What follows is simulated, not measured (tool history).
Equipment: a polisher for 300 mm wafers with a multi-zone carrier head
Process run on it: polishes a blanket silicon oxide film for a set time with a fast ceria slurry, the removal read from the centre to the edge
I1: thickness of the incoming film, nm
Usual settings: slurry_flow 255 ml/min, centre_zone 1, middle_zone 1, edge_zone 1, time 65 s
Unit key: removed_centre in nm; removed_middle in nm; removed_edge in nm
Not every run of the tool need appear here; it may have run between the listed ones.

{"run": 1, "day": 0.0, "slurry_flow": 255, "centre_zone": 1, "middle_zone": 1, "edge_zone": 1, "time": 65, "I1": 1947.9, "removed_centre": 799.5, "removed_middle": 721, "removed_edge": 766.8}
{"day": 1.575, "done": "carrier head's membrane replaced by a new one"}
{"run": 2, "day": 2.433, "slurry_flow": 255, "centre_zone": 1.03, "middle_zone": 1, "edge_zone": 1, "time": 65, "I1": 1984, "removed_centre": 821.7, "removed_middle": 712.3, "removed_edge": 753.9}
{"run": 3, "day": 4.821, "slurry_flow": 255, "centre_zone": 1, "middle_zone": 1.12, "edge_zone": 1.12, "time": 65, "I1": 1937.7, "removed_centre": 805.1, "removed_middle": 768, "removed_edge": 776.8}
{"day": 5.567, "done": "slurry nozzle cleaned"}
{"run": 4, "day": 9.025, "slurry_flow": 320, "centre_zone": 1, "middle_zone": 0.96, "edge_zone": 0.94, "time": 73, "I1": 1972.5, "removed_centre": 939.5, "removed_middle": 806.4, "removed_edge": 832.8}
{"run": 5, "day": 12.058, "slurry_flow": 255, "centre_zone": 1, "middle_zone": 1, "edge_zone": 1.06, "time": 65, "I1": 1932.8, "removed_centre": 805.4, "removed_middle": 717.7, "removed_edge": 760.5}
{"day": 12.971, "done": "worn pad replaced by a new one"}
{"run": 6, "day": 14.396, "slurry_flow": 230, "centre_zone": 1.08, "middle_zone": 1, "edge_zone": 0.96, "time": 45, "I1": 1903, "removed_centre": 603.9, "removed_middle": 494.8, "removed_edge": 501.7}
{"run": 7, "day": 16.604, "slurry_flow": 225, "centre_zone": 1, "middle_zone": 1, "edge_zone": 1, "time": 65, "I1": 1955, "removed_centre": 796.1, "removed_middle": 722.4, "removed_edge": 723.4}
{"day": 17.183, "done": "centre zone pressure recalibrated"}
{"run": 8, "day": 18.671, "slurry_flow": 255, "centre_zone": 0.94, "middle_zone": 1, "edge_zone": 1, "time": 65, "I1": 1924.8, "removed_centre": 704.5, "removed_middle": 722.4, "removed_edge": 760.9}
{"run": 9, "day": 21.062, "slurry_flow": 255, "centre_zone": 1, "middle_zone": 1, "edge_zone": 1.03, "time": 56, "I1": 1935.5, "removed_centre": 648.5, "removed_middle": 632.5, "removed_edge": 646.6}
{"run": 10, "day": 24.058, "slurry_flow": 255, "centre_zone": 1, "middle_zone": 0.88, "edge_zone": 0.96, "time": 52, "I1": 1929.4, "removed_centre": 608.8, "removed_middle": 522, "removed_edge": 596.2}
{"run": 11, "day": 27.129, "slurry_flow": 255, "centre_zone": 1.06, "middle_zone": 1, "edge_zone": 1, "time": 65, "I1": 1938.6, "removed_centre": 802.7, "removed_middle": 741.6, "removed_edge": 740.4}
{"day": 28.733, "done": "edge zone pressure recalibrated"}
{"run": 12, "day": 31.171, "slurry_flow": 255, "centre_zone": 1, "middle_zone": 1, "edge_zone": 1, "time": 65, "I1": 1913, "removed_centre": 756, "removed_middle": 726.8, "removed_edge": 745.7}
{"run": 13, "day": 34.579, "slurry_flow": 255, "centre_zone": 1, "middle_zone": 1, "edge_zone": 1, "time": 65, "I1": 1948.2, "removed_centre": 767.2, "removed_middle": 728.9, "removed_edge": 752.2}
{"day": 35.933, "done": "slurry nozzle cleaned"}
{"day": 37.75, "done": "worn pad replaced by a new one"}
{"run": 14, "day": 38.604, "slurry_flow": 255, "centre_zone": 1, "middle_zone": 1, "edge_zone": 1, "time": 65, "I1": 1954.2, "removed_centre": 773.9, "removed_middle": 710.1, "removed_edge": 756.1}
{"run": 15, "day": 43.062, "slurry_flow": 190, "centre_zone": 1, "middle_zone": 1, "edge_zone": 1, "time": 51, "I1": 1957.3, "removed_centre": 581.6, "removed_middle": 544.8, "removed_edge": 578.8}
{"run": 16, "day": 46.367, "slurry_flow": 255, "centre_zone": 1, "middle_zone": 0.93, "edge_zone": 0.95, "time": 87, "I1": 1939.2, "removed_centre": 1048.8, "removed_middle": 927.7, "removed_edge": 993.6}
{"run": 17, "day": 48.704, "slurry_flow": 255, "centre_zone": 0.93, "middle_zone": 0.94, "edge_zone": 1, "time": 65, "I1": 1978.5, "removed_centre": 728.6, "removed_middle": 691.6, "removed_edge": 754.5}
{"run": 18, "day": 50.217, "slurry_flow": 255, "centre_zone": 1, "middle_zone": 1, "edge_zone": 1, "time": 65, "I1": 1950.4, "removed_centre": 780, "removed_middle": 712.1, "removed_edge": 744.7}
{"run": 19, "day": 53.062, "slurry_flow": 255, "centre_zone": 1, "middle_zone": 1.12, "edge_zone": 1.12, "time": 65, "I1": 1953.7, "removed_centre": 771.3, "removed_middle": 794.4, "removed_edge": 769.3}
{"run": 20, "day": 56.571, "slurry_flow": 255, "centre_zone": 1.09, "middle_zone": 1, "edge_zone": 1, "time": 65, "I1": 1924.6, "removed_centre": 861.1, "removed_middle": 727.2, "removed_edge": 732.2}
{"day": 60.012, "done": "edge zone pressure recalibrated"}
{"run": 21, "day": 60.033, "slurry_flow": 180, "centre_zone": 1, "middle_zone": 1, "edge_zone": 1, "time": 65, "I1": 1938.2, "removed_centre": 762.6, "removed_middle": 693.1, "removed_edge": 702.9}

5 options for the next run, each taken on its own from the tool as it stands now. Forecast them:
{"run": "A", "day": 60.05, "slurry_flow": 170, "centre_zone": 1, "middle_zone": 1, "edge_zone": 1, "time": 65, "I1": 1932.4, "removed_centre": "?", "removed_middle": "?", "removed_edge": "?"}
{"run": "B", "day": 60.05, "slurry_flow": 255, "centre_zone": 1, "middle_zone": 1, "edge_zone": 0.94, "time": 65, "I1": 1932.4, "removed_centre": "?", "removed_middle": "?", "removed_edge": "?"}
{"run": "C", "day": 60.05, "slurry_flow": 255, "centre_zone": 1.04, "middle_zone": 0.9, "edge_zone": 1.04, "time": 49, "I1": 1932.4, "removed_centre": "?", "removed_middle": "?", "removed_edge": "?"}
{"run": "D", "day": 60.05, "slurry_flow": 255, "centre_zone": 1.1, "middle_zone": 1.08, "edge_zone": 1.09, "time": 65, "I1": 1932.4, "removed_centre": "?", "removed_middle": "?", "removed_edge": "?"}
{"run": "E", "day": 60.05, "slurry_flow": 325, "centre_zone": 1, "middle_zone": 1, "edge_zone": 0.9, "time": 65, "I1": 1932.4, "removed_centre": "?", "removed_middle": "?", "removed_edge": "?"}

run=A removed_centre=741.9 removed_middle=677.1 removed_edge=715.3
run=B removed_centre=785.6 removed_middle=712.8 removed_edge=725.9
run=C removed_centre=615.6 removed_middle=496.5 removed_edge=569.5
run=D removed_centre=864.9 removed_middle=755.5 removed_edge=768.2
run=E removed_centre=806.1 removed_middle=729.7 removed_edge=727.2
Take away the tool's hidden state, keep each run's random variation, and the runs would have read:
run=A removed_centre=712.8 removed_middle=677.2 removed_edge=715.3
run=B removed_centre=754.7 removed_middle=713 removed_edge=725.9
run=C removed_centre=591.5 removed_middle=496.6 removed_edge=569.5
run=D removed_centre=831.2 removed_middle=755.6 removed_edge=768.2
run=E removed_centre=774.4 removed_middle=729.9 removed_edge=727.2

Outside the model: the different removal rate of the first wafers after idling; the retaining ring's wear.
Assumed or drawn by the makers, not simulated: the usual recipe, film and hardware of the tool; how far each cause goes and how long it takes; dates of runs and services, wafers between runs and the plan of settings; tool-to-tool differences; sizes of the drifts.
